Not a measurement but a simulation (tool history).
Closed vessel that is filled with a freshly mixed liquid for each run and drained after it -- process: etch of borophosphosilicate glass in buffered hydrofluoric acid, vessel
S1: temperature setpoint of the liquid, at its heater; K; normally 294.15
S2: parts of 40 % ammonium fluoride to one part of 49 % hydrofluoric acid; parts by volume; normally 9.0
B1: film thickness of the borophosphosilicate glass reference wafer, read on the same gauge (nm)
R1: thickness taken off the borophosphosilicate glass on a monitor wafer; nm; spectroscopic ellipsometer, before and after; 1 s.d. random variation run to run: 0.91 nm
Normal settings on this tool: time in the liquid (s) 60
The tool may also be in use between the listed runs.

Run 1, hour 0.0: usual settings but S1 292.15 K, S2 11.5 parts by volume; B1 150.01. Result: R1 102.34 nm.
Run 2, hour 64.8: usual settings but time in the liquid (s) 35; B1 150.00. Result: R1 79.11 nm.
Run 3, hour 134.9: usual settings but time in the liquid (s) 35; B1 149.99. Result: R1 79.89 nm.
Run 4, hour 240.4: usual settings but S1 295.65 K, S2 12.0 parts by volume; B1 149.98. Result: R1 115.43 nm.
At hour 257.6: gauge calibrated.
Run 5, hour 306.2: usual settings but S1 295.65 K, S2 12.0 parts by volume; B1 150.01. Result: R1 115.37 nm.
Run 6, hour 352.6: usual settings but S1 295.65 K, S2 12.0 parts by volume; B1 150.02. Result: R1 114.78 nm.
At hour 396.4: hydrofluoric acid flow meter replaced.
At hour 414.6: thermometer replaced.
Run 7, hour 420.7: usual settings but S1 297.15 K; B1 150.01. Result: R1 165.18 nm.
Run 8, hour 475.3: usual settings but S2 6.5 parts by volume; B1 149.98. Result: R1 199.38 nm.
Run 9, hour 518.4: usual settings but S1 298.65 K, S2 10.5 parts by volume, time in the liquid (s) 90; B1 150.00. Result: R1 241.44 nm.
Run 10, hour 588.0: usual settings; B1 149.99. Result: R1 138.93 nm.
Run 11, hour 646.9: usual settings but S1 290.15 K, S2 8.0 parts by volume, time in the liquid (s) 40; B1 149.99. Result: R1 84.63 nm.
Run 12, hour 692.9: usual settings but S1 297.65 K, S2 7.0 parts by volume, time in the liquid (s) 30; B1 150.01. Result: R1 109.09 nm.
Run 13, hour 719.3: usual settings but S1 299.15 K, S2 6.0 parts by volume; B1 150.01. Result: R1 274.60 nm.
Run 14, hour 773.1: usual settings but S1 292.15 K, S2 10.5 parts by volume, time in the liquid (s) 85; B1 150.00. Result: R1 157.50 nm.
Run 15, hour 798.6: usual settings but S1 297.15 K, S2 12.0 parts by volume, time in the liquid (s) 70; B1 149.97. Result: R1 148.25 nm.

Each row is a separate what-if for the run after 15, all from the same tool condition, not one after another. Results?
Run A, hour 799.3: usual settings but time in the liquid (s) 30; B1 ?. Result: R1 ?.
Run B, hour 799.3: usual settings but S2 6.0 parts by volume; B1 ?. Result: R1 ?.
Run C, hour 799.3: usual settings but S1 296.65 K, S2 7.0 parts by volume, time in the liquid (s) 45; B1 ?. Result: R1 ?.

run      B1      R1
  A  150.00   69.16
  B  150.00  208.90
  C  150.00  156.56
What these runs would have given with no unlogged condition in the tool:
run      R1
  A   70.31
  B  212.35
  C  159.12

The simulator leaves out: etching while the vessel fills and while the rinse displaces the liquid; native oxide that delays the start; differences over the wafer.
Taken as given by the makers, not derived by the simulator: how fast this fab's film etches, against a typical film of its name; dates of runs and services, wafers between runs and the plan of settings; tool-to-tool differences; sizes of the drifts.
